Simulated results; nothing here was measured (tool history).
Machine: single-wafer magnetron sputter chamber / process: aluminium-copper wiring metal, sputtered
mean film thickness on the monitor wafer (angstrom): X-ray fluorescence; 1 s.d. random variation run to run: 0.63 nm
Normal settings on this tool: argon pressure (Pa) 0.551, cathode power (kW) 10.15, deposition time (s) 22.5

run,hour,argon pressure (Pa),cathode power (kW),deposition time (s),wafers since the last listed run,wafers on the sputter target,hours since the last manometer calibration,hours since the magnet pack was replaced,hours since the gauge calibration,"read-back reference wafer on the same gauge, thickness_nm",mean film thickness on the monitor wafer (angstrom)
1,0,0.6,10.15,22.5,0,2131,1918.2,6394.7,41,341.007,4038.09
2,6.2,0.6,10.15,22.5,105,2237,1924.4,6400.9,47.2,341.234,4041.6
3,22.7,0.6,10.15,22.5,281,2518,1940.9,6417.4,63.7,340.735,4041.42
4,34.4,0.551,10.15,22.5,199,2718,1952.6,6429.1,75.4,340.872,4120.99
5,52.1,0.551,10.15,22.5,302,3020,1970.3,6446.8,93.1,340.794,4124.9
6,59.4,0.551,10.15,22.5,124,3145,1977.6,6454.1,100.4,341.077,4117.66
# hour 73.3: sputter target and shields replaced
7,73.8,0.551,10.15,22.5,109,8,1992,6468.5,114.8,341.026,4191.99
# hour 91.7: capacitance manometer re-zeroed and calibrated
8,92.2,0.551,10.15,22.5,177,185,0.5,6486.9,133.2,340.981,4175.53
9,105.4,0.551,10.15,22.5,225,410,13.7,6500.1,146.4,340.656,4167.11
# hour 115.7: magnet pack replaced
10,119.2,0.551,10.15,23.7,98,509,27.5,3.5,160.2,340.817,4374.12
11,136.5,0.333,10.15,22.5,295,805,44.8,20.8,177.5,341.152,4566.6
12,153,0.551,10.15,22.5,281,1086,61.3,37.3,194,341.087,4139.17
# hour 155.4: gauge calibrated
13,164.5,0.625,8.6,18.9,196,1282,72.8,48.8,9.1,341.027,2932.72
14,177.7,0.617,10.15,22.5,225,1508,86,62,22.3,341.033,4019.51
15,189.7,0.758,8.35,18.1,204,1712,98,74,34.3,340.988,2594.26
16,199.4,0.551,10.15,22.5,165,1878,107.7,83.7,44,340.909,4121.5
17,216.3,0.379,12.35,25.5,288,2166,124.6,100.6,60.9,341.051,5958.89
18,232.4,0.625,8.6,18.9,274,2441,140.7,116.7,77,340.756,2923.1
19,238.7,0.551,10.15,20.8,107,2549,147,123,83.3,340.826,3809.73

Across each entry between runs, compare the hidden state at the last listed run before it with the hidden state at the first listed run after it:
Between runs 6 and 7: sputter target and shields replaced (hour 73.3)
  deposition rate above that of a new target (%): -2.07 -> -0.359
  measured less the result without the state, mean film thickness on the monitor wafer (angstrom): -86.94 -> -15.1
Between runs 7 and 8: capacitance manometer re-zeroed and calibrated (hour 91.7)
  deposition rate above that of a new target (%): -0.359 -> -0.809
  measured less the result without the state, mean film thickness on the monitor wafer (angstrom): -15.1 -> -34.05
Between runs 9 and 10: magnet pack replaced (hour 115.7)
  deposition rate above that of a new target (%): -1.07 -> -1.29
  measured less the result without the state, mean film thickness on the monitor wafer (angstrom): -44.92 -> -57.12
Between runs 12 and 13: gauge calibrated (hour 155.4)
  deposition rate above that of a new target (%): -1.68 -> -1.78
  measured less the result without the state, mean film thickness on the monitor wafer (angstrom): -70.77 -> -53.05

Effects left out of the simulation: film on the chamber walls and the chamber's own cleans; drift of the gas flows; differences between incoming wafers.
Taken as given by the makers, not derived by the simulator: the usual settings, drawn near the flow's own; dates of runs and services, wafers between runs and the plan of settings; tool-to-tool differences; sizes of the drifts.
